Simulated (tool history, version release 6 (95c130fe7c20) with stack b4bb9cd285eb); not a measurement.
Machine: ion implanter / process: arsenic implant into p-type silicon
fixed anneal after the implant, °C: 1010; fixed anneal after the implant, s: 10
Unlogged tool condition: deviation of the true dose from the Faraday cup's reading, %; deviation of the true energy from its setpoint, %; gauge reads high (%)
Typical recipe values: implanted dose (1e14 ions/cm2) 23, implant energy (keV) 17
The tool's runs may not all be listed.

| run | day | implanted dose (1e14 ions/cm2) | implant energy (keV) | wafers since the last listed run | hours since the last dose calibration | hours since the extraction supply was calibrated | hours since the gauge calibration | read-back reference wafer on the same gauge, sheet resistance | sheet resistance of the implanted and annealed layer (ohm/square) |
|---|---|---|---|---|---|---|---|---|---|
| 1 | 0 | 23 | 19.5 | 0 | 1071.5 | 2187.8 | 320.1 | 140 | 116.09 |
| 2 | 5.658 | 23 | 17 | 3484 | 1207.3 | 2323.6 | 455.9 | 139.97 | 122.57 |
| 3 | 7.412 | 23 | 17 | 1080 | 1249.4 | 2365.7 | 498 | 140.02 | 122.39 |
| 4 | 9.688 | 23 | 17 | 1400 | 1304 | 2420.3 | 552.6 | 140.01 | 122.32 |
| 5 | 11.075 | 23 | 17 | 854 | 1337.3 | 2453.6 | 585.9 | 140.06 | 122.37 |
| 6 | 16.696 | 23 | 17 | 3461 | 1472.2 | 2588.5 | 720.8 | 140.02 | 122.38 |
| 7 | 19.433 | 23 | 20 | 1685 | 1537.9 | 2654.2 | 786.5 | 139.97 | 114.5 |
| 8 | 21.692 | 23 | 14 | 1390 | 1592.1 | 2708.4 | 840.7 | 139.99 | 130.56 |
| 9 | 23.646 | 23 | 14 | 1203 | 1639 | 2755.3 | 887.6 | 139.95 | 130.3 |
| 10 | 27.742 | 23 | 17 | 2522 | 1737.3 | 2853.6 | 985.9 | 140.03 | 121.93 |
| 11 | 29.117 | 23 | 17 | 846 | 1770.3 | 2886.6 | 1018.9 | 140.04 | 122.13 |
| 12 | 30.212 | 23 | 17 | 674 | 1796.6 | 2912.9 | 1045.2 | 140.1 | 122.53 |
|  | 30.917 | Faraday cup replaced and dose calibrated |
| 13 | 31.696 | 23 | 17 | 708 | 18.7 | 2948.5 | 1080.8 | 139.93 | 122.82 |
| 14 | 33.954 | 23 | 17 | 1390 | 72.9 | 3002.7 | 1135 | 139.91 | 122.54 |
| 15 | 36.5 | 23 | 18.5 | 1567 | 134 | 3063.8 | 1196.1 | 140.06 | 118.54 |
| 16 | 39.096 | 23 | 18.5 | 1598 | 196.3 | 3126.1 | 1258.4 | 139.94 | 118.66 |
| 17 | 40.975 | 29.81 | 19.5 | 1157 | 241.4 | 3171.2 | 1303.5 | 139.95 | 112.89 |
| 18 | 43.871 | 23 | 17 | 1783 | 310.9 | 3240.7 | 1373 | 139.97 | 122.63 |
| 19 | 46.858 | 23 | 15 | 1839 | 382.6 | 3312.4 | 1444.7 | 139.98 | 128.23 |
|  | 47.304 | extraction supply calibrated |
| 20 | 53.892 | 17.37 | 15.5 | 4125 | 551.4 | 158.1 | 1613.5 | 139.99 | 132.1 |
| 21 | 55.921 | 23 | 19.5 | 1249 | 600.1 | 206.8 | 1662.2 | 140.03 | 116.65 |
| 22 | 57.796 | 23 | 22 | 1154 | 645.1 | 251.8 | 1707.2 | 140.03 | 110.7 |
| 23 | 59.629 | 20.64 | 17 | 1128 | 689.1 | 295.8 | 1751.2 | 140.01 | 124.44 |
| 24 | 62.512 | 26 | 11.5 | 1775 | 758.3 | 365 | 1820.4 | 140 | 136.43 |
|  | 64.696 | gauge calibrated |
| 25 | 64.896 | 21.08 | 17 | 1467 | 815.5 | 422.2 | 4.8 | 139.93 | 124.59 |
| 26 | 66.233 | 16.15 | 14.5 | 823 | 847.6 | 454.3 | 36.9 | 139.94 | 136.69 |
| 27 | 68.746 | 28.87 | 21.5 | 1547 | 907.9 | 514.6 | 97.2 | 139.92 | 109.34 |
| 28 | 70.1 | 16.36 | 15 | 833 | 940.4 | 547.1 | 129.7 | 140 | 135.04 |
| 29 | 72.304 | 16.23 | 20.5 | 1357 | 993.3 | 600 | 182.6 | 140.02 | 120.37 |
| 30 | 74.183 | 29.61 | 13 | 1157 | 1038.4 | 645.1 | 227.7 | 139.99 | 130.33 |
| 31 | 77.079 | 23 | 17 | 1783 | 1107.9 | 714.6 | 297.2 | 140.01 | 122.75 |
| 32 | 79.525 | 23 | 14 | 1506 | 1166.6 | 773.3 | 355.9 | 139.95 | 130.78 |
| 33 | 80.546 | 29.41 | 12.5 | 628 | 1191.1 | 797.8 | 380.4 | 140.02 | 131.64 |
| 34 | 82.646 | 23 | 17 | 1293 | 1241.5 | 848.2 | 430.8 | 140 | 122.85 |
| 35 | 83.821 | 27.55 | 22.5 | 723 | 1269.7 | 876.4 | 459 | 139.95 | 107.45 |
| 36 | 85.179 | 17.39 | 22 | 836 | 1302.3 | 909 | 491.6 | 139.99 | 115.01 |
| 37 | 86.225 | 26.29 | 22 | 644 | 1327.4 | 934.1 | 516.7 | 139.99 | 108.88 |
| 38 | 88.442 | 23 | 12.5 | 1365 | 1380.6 | 987.3 | 569.9 | 139.99 | 135.17 |

For some of the steps in sheet resistance of the implanted and annealed layer (ohm/square) from one run to the next: how much would appear even if the tool had no hidden state, given the settings, what came in and random variation, and how much remains for the hidden state plus any gauge scatter that the measured result and the result without hidden state don't share?
Run 12 -> 13: Faraday cup replaced and dose calibrated. sheet resistance of the implanted and annealed layer (ohm/square) +0.29: hidden state +0.76, all else -0.47.
Run 26 -> 27: implanted dose (1e14 ions/cm2) 16.15 -> 28.87, implant energy (keV) 14.5 -> 21.5. sheet resistance of the implanted and annealed layer (ohm/square) -27.35: hidden state +0.44, all else -27.79.
Run 27 -> 28: implanted dose (1e14 ions/cm2) 28.87 -> 16.36, implant energy (keV) 21.5 -> 15. sheet resistance of the implanted and annealed layer (ohm/square) +25.7: hidden state -0.49, all else +26.19.
Run 29 -> 30: implanted dose (1e14 ions/cm2) 16.23 -> 29.61, implant energy (keV) 20.5 -> 13. sheet resistance of the implanted and annealed layer (ohm/square) +9.96: hidden state +0.48, all else +9.48.
Run 37 -> 38: implanted dose (1e14 ions/cm2) 26.29 -> 23, implant energy (keV) 22 -> 12.5. sheet resistance of the implanted and annealed layer (ohm/square) +26.29: hidden state -0.1, all else +26.39.

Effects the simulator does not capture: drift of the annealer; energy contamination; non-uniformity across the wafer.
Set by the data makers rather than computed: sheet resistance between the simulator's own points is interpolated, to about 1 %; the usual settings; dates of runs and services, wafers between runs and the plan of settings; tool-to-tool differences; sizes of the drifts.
